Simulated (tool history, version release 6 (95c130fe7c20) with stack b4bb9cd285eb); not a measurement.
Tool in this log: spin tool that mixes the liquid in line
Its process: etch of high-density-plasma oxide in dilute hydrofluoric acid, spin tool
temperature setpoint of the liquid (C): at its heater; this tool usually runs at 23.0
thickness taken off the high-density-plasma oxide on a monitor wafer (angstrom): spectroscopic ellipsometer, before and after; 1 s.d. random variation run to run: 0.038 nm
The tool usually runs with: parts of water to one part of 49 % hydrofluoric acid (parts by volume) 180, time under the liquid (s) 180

run   hour  temperature setpoint of the liquid (C)  parts of water to one part of 49 % hydrofluoric acid (parts by volume)  time under the liquid (s)  read-back film thickness of the high-density-plasma oxide reference wafer, read on the same gauge (nm)  thickness taken off the high-density-plasma oxide on a monitor wafer (angstrom)
  1    0.0                                    21.0                                                                     215                        180                                                                                                  119.96                                                                             70.0
  2   24.7                                    21.0                                                                     215                        180                                                                                                  119.99                                                                             70.0
  3   58.6                                    23.0                                                                     180                        180                                                                                                  120.00                                                                             93.5
  4   76.2                                    23.0                                                                     180                        180                                                                                                  120.00                                                                             93.5
  5  102.4                                    23.0                                                                     180                        180                                                                                                  120.01                                                                             92.9
  6  114.9                                    20.5                                                                     180                        180                                                                                                  120.00                                                                             84.6
  7  140.7                                    23.0                                                                     215                        180                                                                                                  119.99                                                                             74.5
     165.3  -- thermometer replaced
  8  168.2                                    23.0                                                                     215                        180                                                                                                  120.03                                                                             74.8
  9  192.7                                    23.0                                                                     180                        180                                                                                                  119.98                                                                             92.8
 10  221.1                                    23.0                                                                     180                        180                                                                                                  120.00                                                                             93.1
 11  249.1                                    23.0                                                                     180                        180                                                                                                  120.00                                                                             92.2
 12  281.6                                    20.0                                                                     180                        215                                                                                                  120.01                                                                             99.0
     303.4  -- gauge calibrated
 13  315.9                                    20.0                                                                     180                        215                                                                                                  119.99                                                                             98.3
 14  345.2                                    23.0                                                                     180                        180                                                                                                  120.02                                                                             92.2
 15  357.2                                    23.0                                                                     245                        240                                                                                                  119.97                                                                             84.6
 16  373.4                                    27.0                                                                     155                         90                                                                                                  120.04                                                                             64.2
 17  424.9                                    26.5                                                                     180                        180                                                                                                  120.01                                                                            104.6
 18  437.1                                    23.0                                                                     220                        180                                                                                                  120.02                                                                             71.6
 19  453.4                                    23.0                                                                     180                        180                                                                                                  119.99                                                                             92.0
 20  468.5                                    25.5                                                                     180                        180                                                                                                  120.01                                                                            101.1
 21  492.5                                    23.0                                                                     180                        180                                                                                                  120.02                                                                             92.7
 22  509.6                                    23.0                                                                     180                         95                                                                                                  120.00                                                                             48.6
 23  526.9                                    23.0                                                                     115                         95                                                                                                  119.96                                                                             81.6
     558.9  -- hydrofluoric acid flow meter replaced
 24  559.3                                    26.0                                                                     225                        245                                                                                                  120.01                                                                            109.4
 25  590.1                                    23.0                                                                     180                        180                                                                                                  120.01                                                                             94.0
 26  607.8                                    25.5                                                                     145                        105                                                                                                  120.02                                                                             78.5
 27  640.6                                    28.0                                                                     180                        285                                                                                                  119.99                                                                            178.8
 28  675.9                                    23.0                                                                     180                        180                                                                                                  120.01                                                                             94.1
 29  700.6                                    23.0                                                                     180                        180                                                                                                  120.02                                                                             93.9
 30  736.5                                    27.0                                                                     120                        260                                                                                                  120.00                                                                            252.5
 31  756.2                                    26.5                                                                     180                        180                                                                                                  120.02                                                                            106.4
 32  777.3                                    27.5                                                                     180                        180                                                                                                  120.00                                                                            110.5

Each row is a separate what-if for the run after 32, all from the same tool condition, not one after another. Results?
  A  777.8                                    23.0                                                                     180                        270                                                                                                       ?                                                                                ?
  B  777.8                                    28.0                                                                     210                        250                                                                                                       ?                                                                                ?
  C  777.8                                    23.0                                                                     205                        180                                                                                                       ?                                                                                ?
  D  777.8                                    23.0                                                                     210                        180                                                                                                       ?                                                                                ?

run  read-back film thickness of the high-density-plasma oxide reference wafer, read on the same gauge (nm)  thickness taken off the high-density-plasma oxide on a monitor wafer (angstrom)
  A                                                                                                  120.02                                                                            141.1
  B                                                                                                  120.02                                                                            129.9
  C                                                                                                  120.02                                                                             80.4
  D                                                                                                  120.02                                                                             78.1
Without the tool's hidden state the same runs would have given:
run  thickness taken off the high-density-plasma oxide on a monitor wafer (angstrom)
  A                                                                            142.2
  B                                                                            130.9
  C                                                                             81.0
  D                                                                             78.7
